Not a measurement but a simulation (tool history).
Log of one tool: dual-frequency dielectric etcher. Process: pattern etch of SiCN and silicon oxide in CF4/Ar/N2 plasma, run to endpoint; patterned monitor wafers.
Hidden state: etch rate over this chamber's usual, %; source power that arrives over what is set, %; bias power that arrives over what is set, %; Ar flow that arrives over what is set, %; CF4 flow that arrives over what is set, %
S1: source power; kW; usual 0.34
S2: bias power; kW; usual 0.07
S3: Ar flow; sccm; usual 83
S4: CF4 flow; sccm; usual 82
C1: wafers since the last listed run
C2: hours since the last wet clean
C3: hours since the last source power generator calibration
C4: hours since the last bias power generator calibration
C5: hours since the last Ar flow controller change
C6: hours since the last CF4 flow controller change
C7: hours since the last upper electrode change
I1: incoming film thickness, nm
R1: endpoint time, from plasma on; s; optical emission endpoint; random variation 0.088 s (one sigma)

run   hour    S1     S2   S3  S4   C1     C2      C3      C4      C5      C6      C7    I1    R1
  1      0  0.34   0.07   83  82    0  295.5  4391.3  3091.9  4637.6  4414.5  2769.7  9.03  10.7
  2   12.3  0.34   0.07   83  82  125  307.8  4403.6  3104.2  4649.9  4426.8    2782   8.9  10.5
  3   31.7  0.34   0.07   83  82  198  327.2    4423  3123.6  4669.3  4446.2  2801.4  8.95  10.7
  4   59.8  0.34   0.07   83  82  287  355.3  4451.1  3151.7  4697.4  4474.3  2829.5     9  10.7
  5   73.2  0.34   0.07   83  82  136  368.7  4464.5  3165.1  4710.8  4487.7  2842.9  9.04  10.6
      98.2  -- bias power generator calibrated
     114.1  -- source power generator calibrated
     121.3  -- upper electrode replaced, of another model than before
  6  121.8  0.34   0.07   83  82  342  417.3     7.7    23.6  4759.4  4536.3     0.5  9.02  10.6
  7  138.1  0.34  0.075   83  72  166  433.6      24    39.9  4775.7  4552.6    16.8  9.08  10.8
     159.7  -- CF4 flow controller replaced
  8  160.2  0.34   0.07   99  82  164  455.7    46.1      62  4797.8     0.5    38.9  8.99    11
  9  183.3  0.41   0.08   91  92  236  478.8    69.2    85.1  4820.9    23.6      62  8.96     9
 10  204.7  0.32   0.08   99  68  218  500.2    90.6   106.5  4842.3      45    83.4  9.06  11.3
     240.5  -- wet clean of the chamber
 11    241  0.34   0.07   92  82  125    0.5   126.9   142.8  4878.6    81.3   119.7  9.04  11.3
 12  257.5  0.39   0.07   83  82  168     17   143.4   159.3  4895.1    97.8   136.2  9.03  10.4
 13    281  0.38   0.07   70  77  240   40.5   166.9   182.8  4918.6   121.3   159.7  9.06  10.4
     304.9  -- Ar flow controller replaced
 14  305.4  0.34  0.057   83  82  188   64.9   191.3   207.2     0.5   145.7   184.1     9  11.3
 15    336  0.34  0.056   83  82  312   95.5   221.9   237.8    31.1   176.3   214.7  8.95  11.3
 16  354.9  0.37   0.07   83  82  193  114.4   240.8   256.7      50   195.2   233.6  9.05  10.6
 17  371.7  0.34   0.07   92  82  171  131.2   257.6   273.5    66.8     212   250.4  8.99  11.2
 18  392.5  0.34   0.07   95  82  212    152   278.4   294.3    87.6   232.8   271.2  8.94  11.1
 19  406.4  0.29   0.07   83  82  142  165.9   292.3   308.2   101.5   246.7   285.1  9.03  11.8
 20  423.1  0.34   0.07   83  82  170  182.6     309   324.9   118.2   263.4   301.8  8.97  10.9
 21  439.3  0.41  0.063   97  64  165  198.8   325.2   341.1   134.4   279.6     318  9.01  10.5
 22    470  0.34   0.07   83  82  313  229.5   355.9   371.8   165.1   310.3   348.7  9.03  10.8
 23  487.4  0.38   0.07   83  82  177  246.9   373.3   389.2   182.5   327.7   366.1     9  10.1
 24  519.5  0.34   0.07  101  82  328    279   405.4   421.3   214.6   359.8   398.2  8.97  11.2

Forecast each of these 4 alternatives for the next run:
  A  519.9  0.34  0.07  63  82   4  279.4  405.8  421.7  215  360.2  398.6  9.02   ?
  B  519.9  0.31  0.06  90  88   4  279.4  405.8  421.7  215  360.2  398.6  9.02   ?
  C  519.9  0.34  0.07  90  82   4  279.4  405.8  421.7  215  360.2  398.6  9.02   ?
  D  519.9  0.34  0.07  71  82   4  279.4  405.8  421.7  215  360.2  398.6  9.02   ?

run    R1
  A  10.4
  B  11.7
  C  10.9
  D  10.6
Without the tool's hidden state the same runs would have given:
run    R1
  A  10.6
  B  11.9
  C  11.1
  D  10.8

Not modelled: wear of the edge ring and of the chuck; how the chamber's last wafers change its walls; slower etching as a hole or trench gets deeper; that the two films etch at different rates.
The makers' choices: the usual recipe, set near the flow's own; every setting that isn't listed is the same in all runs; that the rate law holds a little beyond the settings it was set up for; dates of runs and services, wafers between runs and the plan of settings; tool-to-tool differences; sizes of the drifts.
